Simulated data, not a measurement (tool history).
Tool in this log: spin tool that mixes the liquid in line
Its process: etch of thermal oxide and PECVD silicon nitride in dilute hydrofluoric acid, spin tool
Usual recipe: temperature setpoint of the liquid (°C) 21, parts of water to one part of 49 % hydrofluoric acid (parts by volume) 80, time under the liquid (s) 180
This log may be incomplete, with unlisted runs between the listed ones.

run	day	temperature setpoint of the liquid (°C)	parts of water to one part of 49 % hydrofluoric acid (parts by volume)	time under the liquid (s)	wafers since the last listed run	hours since the thermometer was replaced	hours since the hydrofluoric acid flow meter was replaced	hours since the gauge calibration	read-back film thickness of the thermal oxide reference wafer, read on the same gauge (nm)	read-back film thickness of the PECVD silicon nitride reference wafer, read on the same gauge (nm)	thickness taken off the thermal oxide on a monitor wafer (nm)	thickness taken off the PECVD silicon nitride on a monitor wafer (nm)
1	0	21	80	180	0	947.5	497.9	1139.5	130.04	70.02	9.74	6.25
2	1.079	21	80	180	153	973.4	523.8	1165.4	130	70	9.69	6.19
3	3.992	21	80	180	413	1043.3	593.7	1235.3	129.97	69.97	9.65	6.2
4	6.312	21	80	205	329	1099	649.4	1291	130.02	69.96	11.05	7.01
5	7.475	21	80	220	165	1126.9	677.3	1318.9	130.04	69.97	11.92	7.67
# day 8.188: hydrofluoric acid flow meter replaced
6	8.675	21	80	180	164	1155.7	11.7	1347.7	130.07	70.01	9.43	6.08
7	10.121	21	80	180	205	1190.4	46.4	1382.4	130.02	69.98	9.49	6.09
8	12.396	21	80	180	322	1245	101	1437	130.01	69.97	9.51	6.09
9	14.188	24.5	80	180	254	1288	144	1480	129.95	69.99	11.02	7.65
10	16.833	24.5	80	180	375	1351.5	207.5	1543.5	129.99	70.01	10.98	7.73
11	17.888	18	80	120	149	1376.8	232.8	1568.8	129.98	70	5.61	3.35
# day 18.65: thermometer replaced
12	20.304	21	40	245	337	39.7	290.8	1626.8	130.03	70	27.42	16.61
13	22.221	19.5	70	80	272	85.7	336.8	1672.8	129.99	69.98	4.62	2.83
14	24.496	24	100	180	322	140.3	391.4	1727.4	130.05	70	8.51	6.05
# day 25.254: gauge calibrated
15	26.554	21	100	180	292	189.7	440.8	31.2	130.01	70	7.55	4.97
16	29.225	17	65	80	379	253.8	504.9	95.3	130.04	70.01	4.54	2.53
17	32.158	21	70	245	416	324.2	575.3	165.7	130.01	69.99	15.32	9.67
18	34.85	19	80	225	382	388.8	639.9	230.3	130.04	70.02	11.25	6.75
# day 34.958: hydrofluoric acid flow meter replaced
19	37.421	21	80	180	358	450.5	59.1	292	130.01	70.02	9.47	6.04
20	39.421	22.5	50	275	283	498.5	107.1	340	129.99	70.02	25.53	16.27
21	40.8	21	80	180	195	531.6	140.2	373.1	130.04	70.02	9.54	6.19
22	42.9	21	80	180	298	582	190.6	423.5	129.98	70.03	9.57	6.21
23	44.317	17.5	115	110	201	616	224.6	457.5	129.96	70.01	3.37	2.08
24	46.95	17	50	180	373	679.2	287.8	520.7	129.99	70	13.47	7.41
25	49.575	21	80	250	372	742.2	350.8	583.7	130.05	70.03	13.29	8.6
26	51.846	22.5	110	135	322	796.7	405.3	638.2	130.03	69.99	5.41	3.75
27	53.8	24	80	180	277	843.6	452.2	685.1	130.02	69.96	10.92	7.64

Here are 3 independent what-if runs from the current tool condition. What would each one return?
A	53.821	21	80	180	2	844.1	452.7	685.6	?	?	?	?
B	53.821	21	80	80	2	844.1	452.7	685.6	?	?	?	?
C	53.821	24	120	125	2	844.1	452.7	685.6	?	?	?	?

run	read-back film thickness of the thermal oxide reference wafer, read on the same gauge (nm)	read-back film thickness of the PECVD silicon nitride reference wafer, read on the same gauge (nm)	thickness taken off the thermal oxide on a monitor wafer (nm)	thickness taken off the PECVD silicon nitride on a monitor wafer (nm)
A	129.98	70.01	9.67	6.14
B	129.98	70.01	4.3	2.73
C	129.98	70.01	4.82	3.5
Take away the tool's hidden state, keep each run's random variation, and the runs would have read:
run	thickness taken off the thermal oxide on a monitor wafer (nm)	thickness taken off the PECVD silicon nitride on a monitor wafer (nm)
A	9.44	6.01
B	4.2	2.67
C	4.7	3.42
